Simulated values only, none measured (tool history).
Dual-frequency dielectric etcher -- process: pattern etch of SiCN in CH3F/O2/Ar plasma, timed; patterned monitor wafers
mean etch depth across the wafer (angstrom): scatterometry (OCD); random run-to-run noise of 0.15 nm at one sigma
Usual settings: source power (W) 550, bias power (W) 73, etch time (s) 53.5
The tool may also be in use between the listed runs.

run	hour	source power (W)	bias power (W)	etch time (s)	read-back reference wafer on the same gauge, depth_nm	mean etch depth across the wafer (angstrom)
1	0	550	73	53.5	20.59	234.6
# hour 44.2: wet clean of the chamber
2	59.3	490	73	49	20.61	202.2
3	95.2	550	73	53.5	20.57	225.7
4	192.6	550	73	53.5	20.65	231.3
5	220.7	550	73	53.5	20.62	228.6
6	253.6	550	73	53.5	20.59	230.9
7	282.6	550	73	53.5	20.55	231.4
8	299.2	550	73	53.5	20.6	231.8
# hour 327.9: upper electrode replaced
9	329.4	580	73	53.5	20.63	236.6
10	342.5	550	73	53.5	20.6	232.4
# hour 367.4: wet clean of the chamber
11	367.9	550	73	53.5	20.6	227
12	388.8	420	83	53.5	20.54	215.8
13	409.5	470	73	57.5	20.6	235
14	423.9	630	88	64	20.6	293.7
15	454.9	460	87	64.5	20.56	271.2
16	468.4	550	73	53.5	20.63	231.9
17	504.3	550	87	63.5	20.63	285.2
# hour 514.5: source power generator calibrated
18	518.8	550	80	53.5	20.59	238.1
19	536.1	480	73	37.5	20.61	155.9
20	560.4	550	73	53.5	20.6	231.9
21	574.3	610	66	67.5	20.57	299.3
22	608.9	420	83	53.5	20.58	219
# hour 624.9: bias power generator calibrated
23	636.8	440	73	39.5	20.59	163.3
# hour 677.4: gauge calibrated
# hour 697.9: wet clean of the chamber
24	733.7	550	87	43	20.57	189.7
25	765	680	73	60.5	20.61	274.3
26	795.6	550	60	40.5	20.62	168.3

Predict the results of run 27:
27	827	680	86	53.5	?	?

read-back reference wafer on the same gauge, depth_nm: 20.59
mean etch depth across the wafer (angstrom): 253.1
Had the tool carried no hidden state, the very same run would have given mean etch depth across the wafer (angstrom) 250.3.
